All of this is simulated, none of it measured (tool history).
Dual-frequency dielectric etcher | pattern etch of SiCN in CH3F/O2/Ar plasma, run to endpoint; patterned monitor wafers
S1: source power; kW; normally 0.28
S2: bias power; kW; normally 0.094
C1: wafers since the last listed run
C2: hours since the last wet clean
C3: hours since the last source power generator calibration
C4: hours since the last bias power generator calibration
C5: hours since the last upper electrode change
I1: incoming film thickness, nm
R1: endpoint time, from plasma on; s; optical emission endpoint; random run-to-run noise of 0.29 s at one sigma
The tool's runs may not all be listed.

run   hour    S1     S2   C1     C2      C3      C4      C5     I1    R1
  1      0  0.28  0.094    0  175.3  1975.2  2122.1  5440.6  12.13  35.5
  2   15.9  0.28  0.094  217  191.2  1991.1    2138  5456.5  12.03    35
  3   37.4  0.28  0.094  294  212.7  2012.6  2159.5    5478   12.2  35.7
  4   72.4  0.28  0.094  479  247.7  2047.6  2194.5    5513  12.14  35.2
  5  100.5  0.28  0.094  384  275.8  2075.7  2222.6  5541.1  12.12  35.4
  6  118.7  0.28  0.082  249    294  2093.9  2240.8  5559.3  12.14  37.7
  7  146.2  0.28  0.082  376  321.5  2121.4  2268.3  5586.8  12.18  36.6
  8  158.5  0.28  0.082  168  333.8  2133.7  2280.6  5599.1  12.06  36.9
  9  181.1  0.28  0.094  309  356.4  2156.3  2303.2  5621.7  12.11  34.9
 10    210  0.33  0.094  395  385.3  2185.2  2332.1  5650.6  12.25  33.7
 11  240.4  0.33  0.094  416  415.7  2215.6  2362.5    5681  12.11  32.5
     277.2  -- upper electrode replaced, of another model than before
     297.9  -- wet clean of the chamber
 12  298.4  0.28  0.094  182    0.5  2273.6  2420.5    21.2  12.09  35.9
 13  298.7  0.34  0.106    4    0.8  2273.9  2420.8    21.5  12.07  33.3
 14    299  0.21  0.084    4    1.1  2274.2  2421.1    21.8  12.17  39.8
     314.2  -- source power generator calibrated
 15  315.2  0.28  0.094  167   17.3       1  2437.3      38  12.11  35.4
     338.8  -- bias power generator calibrated
 16    348  0.28  0.094  394   50.1    33.8     9.2    70.8  11.96  34.9
 17  371.3  0.23  0.073  319   73.4    57.1    32.5    94.1  12.15    40
 18  437.7  0.28  0.094  909  139.8   123.5    98.9   160.5  12.12  35.5
 19  466.9  0.32   0.11  399    169   152.7   128.1   189.7  12.11  32.6
 20  495.1  0.33  0.094  386  197.2   180.9   156.3   217.9  12.01  34.1
 21  521.4  0.21  0.083  360  223.5   207.2   182.6   244.2  12.17  38.5
 22  536.1  0.31  0.076  201  238.2   221.9   197.3   258.9     12  36.9
 23  554.3  0.31  0.078  249  256.4   240.1   215.5   277.1  12.22  36.8

Alternative continuations, all from the tool just after run 23; predict every row:
  A  554.7  0.28  0.094   5  256.8  240.5  215.9  277.5  12   ?
  B  554.7  0.28  0.107   5  256.8  240.5  215.9  277.5  12   ?
  C  554.7   0.3  0.075   5  256.8  240.5  215.9  277.5  12   ?
  D  554.7  0.26  0.094   5  256.8  240.5  215.9  277.5  12   ?

run    R1
  A  35.3
  B  33.8
  C  37.4
  D  35.7
Had the tool no hidden state, the same runs would have come out as:
run    R1
  A  36.3
  B  34.7
  C  38.5
  D  36.8
